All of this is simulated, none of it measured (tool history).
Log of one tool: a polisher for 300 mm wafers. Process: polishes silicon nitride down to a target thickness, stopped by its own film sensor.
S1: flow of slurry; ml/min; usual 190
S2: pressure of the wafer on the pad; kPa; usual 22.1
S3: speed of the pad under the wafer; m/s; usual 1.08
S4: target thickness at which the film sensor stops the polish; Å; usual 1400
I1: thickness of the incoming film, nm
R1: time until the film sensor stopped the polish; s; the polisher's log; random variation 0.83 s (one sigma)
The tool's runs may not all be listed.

{"run": 1, "day": 0.0, "S1": 190, "S2": 22.1, "S3": 1.24, "S4": 1570, "I1": 240.9, "R1": 52.8}
{"run": 2, "day": 0.617, "S1": 190, "S2": 22.1, "S3": 1.08, "S4": 1400, "I1": 240.4, "R1": 67.3}
{"day": 0.983, "done": "worn pad replaced by a new one"}
{"run": 3, "day": 1.3, "S1": 190, "S2": 22.1, "S3": 1.08, "S4": 1400, "I1": 237.0, "R1": 61.0}
{"run": 4, "day": 2.429, "S1": 190, "S2": 22.1, "S3": 1.08, "S4": 1400, "I1": 237.2, "R1": 63.0}
{"run": 5, "day": 3.712, "S1": 190, "S2": 22.1, "S3": 1.08, "S4": 1400, "I1": 238.8, "R1": 65.4}
{"run": 6, "day": 4.383, "S1": 190, "S2": 22.1, "S3": 1.08, "S4": 1400, "I1": 243.5, "R1": 69.6}
{"day": 5.696, "done": "head pressure recalibrated"}
{"run": 7, "day": 5.792, "S1": 190, "S2": 25.5, "S3": 1.08, "S4": 1400, "I1": 242.7, "R1": 62.5}
{"run": 8, "day": 7.017, "S1": 190, "S2": 22.1, "S3": 1.08, "S4": 1400, "I1": 243.7, "R1": 72.3}
{"run": 9, "day": 8.1, "S1": 190, "S2": 22.1, "S3": 1.08, "S4": 1400, "I1": 243.8, "R1": 73.9}
{"run": 10, "day": 8.688, "S1": 190, "S2": 22.1, "S3": 1.08, "S4": 1400, "I1": 236.2, "R1": 66.2}
{"run": 11, "day": 9.946, "S1": 190, "S2": 22.1, "S3": 1.08, "S4": 1130, "I1": 241.8, "R1": 92.3}
{"run": 12, "day": 10.933, "S1": 190, "S2": 22.1, "S3": 1.08, "S4": 1250, "I1": 241.8, "R1": 83.3}
{"day": 11.108, "done": "worn pad replaced by a new one"}
{"run": 13, "day": 11.908, "S1": 190, "S2": 22.1, "S3": 1.08, "S4": 1660, "I1": 237.5, "R1": 45.0}
{"run": 14, "day": 13.333, "S1": 190, "S2": 22.1, "S3": 1.08, "S4": 1660, "I1": 238.0, "R1": 46.9}
{"run": 15, "day": 14.146, "S1": 190, "S2": 22.1, "S3": 1.08, "S4": 1400, "I1": 238.0, "R1": 65.7}
{"run": 16, "day": 15.175, "S1": 190, "S2": 22.1, "S3": 1.08, "S4": 1400, "I1": 240.9, "R1": 66.7}
{"day": 15.292, "done": "slurry nozzle cleaned"}
{"run": 17, "day": 16.658, "S1": 190, "S2": 22.1, "S3": 1.08, "S4": 1400, "I1": 238.2, "R1": 67.2}
{"run": 18, "day": 17.275, "S1": 190, "S2": 22.1, "S3": 1.08, "S4": 1400, "I1": 238.4, "R1": 68.8}
{"day": 20.042, "done": "worn pad replaced by a new one"}
{"run": 19, "day": 21.288, "S1": 190, "S2": 22.1, "S3": 1.08, "S4": 1400, "I1": 238.5, "R1": 62.1}
{"run": 20, "day": 22.775, "S1": 215, "S2": 22.1, "S3": 1.08, "S4": 1750, "I1": 237.7, "R1": 39.8}
{"run": 21, "day": 23.467, "S1": 190, "S2": 22.1, "S3": 1.08, "S4": 1400, "I1": 243.6, "R1": 68.7}
{"run": 22, "day": 24.679, "S1": 190, "S2": 26.2, "S3": 1.22, "S4": 1400, "I1": 239.2, "R1": 50.9}
{"run": 23, "day": 26.117, "S1": 170, "S2": 29.6, "S3": 0.84, "S4": 1690, "I1": 241.3, "R1": 44.7}
{"run": 24, "day": 26.742, "S1": 190, "S2": 24.8, "S3": 0.72, "S4": 1400, "I1": 239.2, "R1": 80.7}
{"run": 25, "day": 27.462, "S1": 150, "S2": 18.6, "S3": 1.08, "S4": 1400, "I1": 244.6, "R1": 88.8}
{"run": 26, "day": 27.992, "S1": 230, "S2": 22.1, "S3": 1.08, "S4": 1400, "I1": 240.6, "R1": 68.0}
{"run": 27, "day": 28.7, "S1": 190, "S2": 24.8, "S3": 1.4, "S4": 1530, "I1": 243.9, "R1": 46.1}
{"day": 29.896, "done": "worn pad replaced by a new one"}
{"day": 30.125, "done": "head pressure recalibrated"}
{"run": 28, "day": 32.408, "S1": 250, "S2": 15.2, "S3": 0.92, "S4": 1550, "I1": 241.5, "R1": 89.9}
{"run": 29, "day": 32.958, "S1": 190, "S2": 22.1, "S3": 1.08, "S4": 1400, "I1": 244.0, "R1": 69.6}
{"run": 30, "day": 36.504, "S1": 235, "S2": 25.5, "S3": 1.08, "S4": 1180, "I1": 236.4, "R1": 67.4}
{"run": 31, "day": 37.917, "S1": 190, "S2": 22.1, "S3": 1.08, "S4": 1400, "I1": 239.6, "R1": 69.8}
{"run": 32, "day": 38.438, "S1": 190, "S2": 25.5, "S3": 0.74, "S4": 1670, "I1": 241.3, "R1": 58.9}
{"day": 39.417, "done": "worn pad replaced by a new one"}
{"run": 33, "day": 39.438, "S1": 190, "S2": 22.1, "S3": 1.08, "S4": 1530, "I1": 235.6, "R1": 50.9}
{"run": 34, "day": 42.792, "S1": 225, "S2": 26.2, "S3": 0.94, "S4": 1490, "I1": 238.9, "R1": 54.6}
{"run": 35, "day": 44.25, "S1": 190, "S2": 22.1, "S3": 1.08, "S4": 1400, "I1": 242.1, "R1": 69.4}
{"run": 36, "day": 45.346, "S1": 225, "S2": 26.2, "S3": 0.94, "S4": 1490, "I1": 244.4, "R1": 59.3}
{"run": 37, "day": 46.625, "S1": 155, "S2": 22.1, "S3": 1.08, "S4": 1680, "I1": 240.1, "R1": 51.5}

Forecast each of these 4 alternatives for the next run:
{"run": "A", "day": 46.642, "S1": 190, "S2": 22.1, "S3": 1.08, "S4": 1400, "I1": 236.6, "R1": "?"}
{"run": "B", "day": 46.642, "S1": 215, "S2": 20.0, "S3": 1.08, "S4": 1400, "I1": 236.6, "R1": "?"}
{"run": "C", "day": 46.642, "S1": 190, "S2": 22.1, "S3": 1.18, "S4": 1600, "I1": 236.6, "R1": "?"}
{"run": "D", "day": 46.642, "S1": 190, "S2": 22.1, "S3": 0.9, "S4": 1400, "I1": 236.6, "R1": "?"}

run=A R1=65.6
run=B R1=71.2
run=C R1=48.9
run=D R1=74.5
Without the tool's hidden state the same runs would have given:
run=A R1=58.2
run=B R1=63.1
run=C R1=43.3
run=D R1=66.0
